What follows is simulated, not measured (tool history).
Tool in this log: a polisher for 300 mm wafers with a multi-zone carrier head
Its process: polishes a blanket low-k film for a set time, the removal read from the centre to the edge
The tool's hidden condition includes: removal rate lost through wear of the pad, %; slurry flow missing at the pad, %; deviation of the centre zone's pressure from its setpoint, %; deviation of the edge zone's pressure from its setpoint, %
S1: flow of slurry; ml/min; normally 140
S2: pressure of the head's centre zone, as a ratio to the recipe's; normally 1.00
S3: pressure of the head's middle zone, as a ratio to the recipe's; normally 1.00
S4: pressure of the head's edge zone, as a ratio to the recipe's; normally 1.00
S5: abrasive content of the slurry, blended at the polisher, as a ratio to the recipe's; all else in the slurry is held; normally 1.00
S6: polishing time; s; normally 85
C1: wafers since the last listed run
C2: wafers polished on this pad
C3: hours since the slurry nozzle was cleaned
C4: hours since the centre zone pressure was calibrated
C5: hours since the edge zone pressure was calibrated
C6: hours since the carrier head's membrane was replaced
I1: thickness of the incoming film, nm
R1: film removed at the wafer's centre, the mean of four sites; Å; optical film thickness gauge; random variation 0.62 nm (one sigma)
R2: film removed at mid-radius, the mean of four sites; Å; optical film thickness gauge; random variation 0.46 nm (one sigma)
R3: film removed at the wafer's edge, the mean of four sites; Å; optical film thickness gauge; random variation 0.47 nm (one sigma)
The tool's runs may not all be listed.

run     day   S1    S2    S3    S4    S5   S6   C1    C2     C3     C4     C5      C6     I1   R1   R2   R3
  1   0.000  105  0.93  1.00  1.00  1.00   85    0   553  455.1  641.6  386.1  1660.0  741.8  351  394  428
  2   0.879  105  0.93  1.00  1.00  1.00   85  117   670  476.2  662.7  407.2  1681.1  762.8  361  396  413
  3   1.392  105  0.93  1.00  1.00  1.00   85   68   738  488.5  675.0  419.5  1693.4  736.3  355  391  410
  4   2.725  140  0.95  1.00  1.04  1.00   85  177   916  520.5  707.0  451.5  1725.4  754.2  385  411  439
      3.271  -- worn pad replaced by a new one
  5   4.142  140  1.00  1.00  1.09  1.00   85  166   116  554.5  741.0  485.5  1759.4  748.7  404  409  448
  6   5.592  140  1.00  1.00  1.09  1.00   85  193   309  589.3  775.8  520.3  1794.2  742.0  411  410  447
  7   7.088  140  1.00  1.00  1.09  1.00   85  199   509  625.2  811.7  556.2  1830.1  765.8  400  417  448
  8   8.004  140  1.00  1.00  1.00  1.00   85  122   631  647.2  833.7  578.2  1852.1  737.6  407  408  426
  9   8.529  140  1.00  1.00  1.00  1.00   85   70   701  659.8  846.3  590.8  1864.7  755.5  404  413  427
      8.704  -- slurry nozzle cleaned
 10   9.946  140  0.91  1.00  1.00  1.00   85  183   885   29.8  880.3  624.8  1898.7  744.2  395  439  449
 11  10.808  170  1.00  1.00  1.00  1.10   85  115  1000   50.5  901.0  645.5  1919.4  747.5  461  465  468
     11.546  -- worn pad replaced by a new one
     12.662  -- centre zone pressure recalibrated
 12  13.938  125  0.91  1.00  1.00  1.00   85  384   307  125.6   30.6  720.6  1994.5  750.4  377  414  433
 13  14.796  170  1.00  1.11  0.93  1.00   85  114   422  146.2   51.2  741.2  2015.1  758.1  449  473  436
 14  15.379  180  1.00  0.91  1.00  1.00   99   77   500  160.2   65.2  755.2  2029.1  752.4  506  477  526
 15  16.788  180  1.08  1.00  1.00  0.75  104  187   687  194.0   99.0  789.0  2062.9  756.1  516  478  493
     17.392  -- carrier head's membrane replaced by a new one
 16  18.242  110  1.00  1.00  1.00  1.00   99  166   854  228.9  133.9  823.9    20.4  751.9  453  463  499
     18.371  -- edge zone pressure recalibrated
 17  19.233  140  1.00  1.00  1.00  1.00   85  121   975  252.7  157.7   20.7    44.2  759.8  411  416  436
     19.683  -- worn pad replaced by a new one
 18  20.575  180  1.06  0.94  1.00  1.00   85  156   118  284.9  189.9   52.9    76.4  744.9  451  413  450
 19  21.688  140  1.00  1.00  1.00  1.00   85  148   267  311.6  216.6   79.6   103.1  749.5  420  417  431
 20  24.108  190  1.04  1.00  1.00  1.00   85  322   590  369.7  274.7  137.7   161.2  760.3  442  433  449

A few steps of R1 between consecutive runs. Split each: what settings, incoming material and random variation would produce without the hidden state, and what is left over for the hidden state, along with gauge scatter present in only one of the two compared results (measured, and without hidden state):
Run 9 -> 10: S2 1.00 -> 0.91, slurry nozzle cleaned. R1 -9 Å: hidden state +30, all else -39.
Run 11 -> 12: S1 170 -> 125, S2 1.00 -> 0.91, S5 1.10 -> 1.00, worn pad replaced by a new one, centre zone pressure recalibrated. R1 -84 Å: hidden state -9, all else -75.
Run 12 -> 13: S1 125 -> 170, S2 0.91 -> 1.00, S3 1.00 -> 1.11, S4 1.00 -> 0.93. R1 +72 Å: hidden state -1, all else +73.

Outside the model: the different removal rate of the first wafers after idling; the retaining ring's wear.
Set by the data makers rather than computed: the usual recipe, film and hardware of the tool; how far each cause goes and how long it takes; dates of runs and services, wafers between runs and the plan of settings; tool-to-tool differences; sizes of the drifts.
